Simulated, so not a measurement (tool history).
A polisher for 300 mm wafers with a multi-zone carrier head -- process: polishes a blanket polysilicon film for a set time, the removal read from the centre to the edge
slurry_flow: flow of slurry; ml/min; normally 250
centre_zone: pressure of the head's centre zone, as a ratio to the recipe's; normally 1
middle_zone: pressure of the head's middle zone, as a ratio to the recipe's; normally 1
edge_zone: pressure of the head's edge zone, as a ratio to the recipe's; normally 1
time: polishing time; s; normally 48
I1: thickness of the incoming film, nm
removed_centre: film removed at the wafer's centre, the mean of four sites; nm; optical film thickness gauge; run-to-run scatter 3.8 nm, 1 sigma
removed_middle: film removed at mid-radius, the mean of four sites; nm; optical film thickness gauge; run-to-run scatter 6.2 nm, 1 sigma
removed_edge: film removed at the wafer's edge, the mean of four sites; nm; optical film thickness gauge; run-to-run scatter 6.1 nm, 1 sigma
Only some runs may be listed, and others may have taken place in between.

run 1 hour=0 | slurry_flow=250 centre_zone=1.09 middle_zone=1 edge_zone=1 time=48 | I1=1579.8 | removed_centre=592.8 removed_middle=543.3 removed_edge=549.7
run 2 hour=27.1 | slurry_flow=250 centre_zone=1 middle_zone=1 edge_zone=1 time=56 | I1=1581.1 | removed_centre=627.9 removed_middle=625.9 removed_edge=635.7
-- hour=36.1 centre zone pressure recalibrated
-- hour=46.1 edge zone pressure recalibrated
run 3 hour=80 | slurry_flow=250 centre_zone=1 middle_zone=1 edge_zone=1 time=56 | I1=1571.3 | removed_centre=618.3 removed_middle=619.1 removed_edge=632.3
-- hour=120.6 slurry nozzle cleaned
-- hour=136.7 carrier head's membrane replaced by a new one
run 4 hour=141.6 | slurry_flow=250 centre_zone=1 middle_zone=1 edge_zone=1 time=56 | I1=1531.1 | removed_centre=651.6 removed_middle=648.4 removed_edge=649.1
run 5 hour=177.4 | slurry_flow=220 centre_zone=1 middle_zone=1 edge_zone=1 time=48 | I1=1562.4 | removed_centre=544.8 removed_middle=538.4 removed_edge=556.9
-- hour=210.4 worn pad replaced by a new one, of another model than before
run 6 hour=232.4 | slurry_flow=220 centre_zone=1 middle_zone=1 edge_zone=1 time=48 | I1=1550.4 | removed_centre=553.9 removed_middle=555.1 removed_edge=563
run 7 hour=285 | slurry_flow=250 centre_zone=1 middle_zone=1.03 edge_zone=1 time=48 | I1=1553.9 | removed_centre=555.8 removed_middle=572.5 removed_edge=557.8
run 8 hour=336.3 | slurry_flow=250 centre_zone=1 middle_zone=1 edge_zone=1 time=48 | I1=1571.1 | removed_centre=557.4 removed_middle=549.6 removed_edge=550.2
run 9 hour=396.8 | slurry_flow=320 centre_zone=1 middle_zone=1 edge_zone=1.06 time=36 | I1=1546.2 | removed_centre=434.9 removed_middle=415.9 removed_edge=440.3
run 10 hour=496.6 | slurry_flow=250 centre_zone=1 middle_zone=1 edge_zone=1 time=48 | I1=1545.1 | removed_centre=563.3 removed_middle=555.3 removed_edge=562.5
-- hour=515 worn pad replaced by a new one
run 11 hour=529.2 | slurry_flow=305 centre_zone=1 middle_zone=1 edge_zone=0.88 time=32 | I1=1576.4 | removed_centre=380.4 removed_middle=369.5 removed_edge=345.5
run 12 hour=569.9 | slurry_flow=250 centre_zone=0.91 middle_zone=0.96 edge_zone=0.92 time=42 | I1=1561.6 | removed_centre=442.7 removed_middle=462.6 removed_edge=457.1
-- hour=607.9 centre zone pressure recalibrated
run 13 hour=614.3 | slurry_flow=325 centre_zone=1 middle_zone=1 edge_zone=1 time=60 | I1=1563.6 | removed_centre=709.1 removed_middle=695 removed_edge=694.7
run 14 hour=651.8 | slurry_flow=295 centre_zone=0.94 middle_zone=1 edge_zone=1 time=48 | I1=1573.1 | removed_centre=517.7 removed_middle=536.3 removed_edge=555.5
run 15 hour=705.5 | slurry_flow=290 centre_zone=1.11 middle_zone=1 edge_zone=0.97 time=48 | I1=1577.4 | removed_centre=613 removed_middle=536.3 removed_edge=533.7
run 16 hour=738.8 | slurry_flow=250 centre_zone=1 middle_zone=1 edge_zone=1 time=48 | I1=1535.1 | removed_centre=538.9 removed_middle=523.4 removed_edge=546.1
run 17 hour=787.5 | slurry_flow=250 centre_zone=1 middle_zone=1 edge_zone=1 time=48 | I1=1585.9 | removed_centre=532.5 removed_middle=520.7 removed_edge=540.1
-- hour=792.8 slurry nozzle cleaned
-- hour=804.2 worn pad replaced by a new one
-- hour=811.5 edge zone pressure recalibrated
run 18 hour=815.5 | slurry_flow=250 centre_zone=1.08 middle_zone=1 edge_zone=1 time=48 | I1=1536.5 | removed_centre=607.8 removed_middle=542.5 removed_edge=545.3
run 19 hour=857.4 | slurry_flow=250 centre_zone=1 middle_zone=0.9 edge_zone=1.07 time=42 | I1=1540.6 | removed_centre=489.4 removed_middle=437.2 removed_edge=500.9
run 20 hour=888.8 | slurry_flow=175 centre_zone=1 middle_zone=1 edge_zone=1 time=48 | I1=1568.6 | removed_centre=542 removed_middle=538.1 removed_edge=545.5
run 21 hour=951.2 | slurry_flow=305 centre_zone=1.09 middle_zone=1 edge_zone=1 time=54 | I1=1554.7 | removed_centre=704.6 removed_middle=627.8 removed_edge=635.5
-- hour=1087.1 carrier head's membrane replaced by a new one
-- hour=1111.9 worn pad replaced by a new one
run 22 hour=1162.9 | slurry_flow=250 centre_zone=1 middle_zone=1 edge_zone=1 time=61 | I1=1560.7 | removed_centre=709.5 removed_middle=690.2 removed_edge=702.6

Each row is a separate what-if for the run after 22, all from the same tool condition, not one after another. Results?
run A hour=1163.3 | slurry_flow=250 centre_zone=1 middle_zone=1 edge_zone=1 time=58 | I1=1549.6 | removed_centre=? removed_middle=? removed_edge=?
run B hour=1163.3 | slurry_flow=250 centre_zone=1 middle_zone=1.07 edge_zone=1 time=48 | I1=1549.6 | removed_centre=? removed_middle=? removed_edge=?
run C hour=1163.3 | slurry_flow=250 centre_zone=0.89 middle_zone=1 edge_zone=1 time=63 | I1=1549.6 | removed_centre=? removed_middle=? removed_edge=?
run D hour=1163.3 | slurry_flow=250 centre_zone=1 middle_zone=1.08 edge_zone=1 time=48 | I1=1549.6 | removed_centre=? removed_middle=? removed_edge=?

run=A removed_centre=672 removed_middle=657.4 removed_edge=666.6
run=B removed_centre=556.4 removed_middle=576.2 removed_edge=551.1
run=C removed_centre=653 removed_middle=714.5 removed_edge=724
run=D removed_centre=556.4 removed_middle=580.8 removed_edge=551
With the hidden condition removed and each run's random variation left untouched, the same runs would have given:
run=A removed_centre=681.9 removed_middle=666.2 removed_edge=673.3
run=B removed_centre=564.6 removed_middle=583.9 removed_edge=556.7
run=C removed_centre=662.7 removed_middle=724 removed_edge=731.3
run=D removed_centre=564.7 removed_middle=588.5 removed_edge=556.6
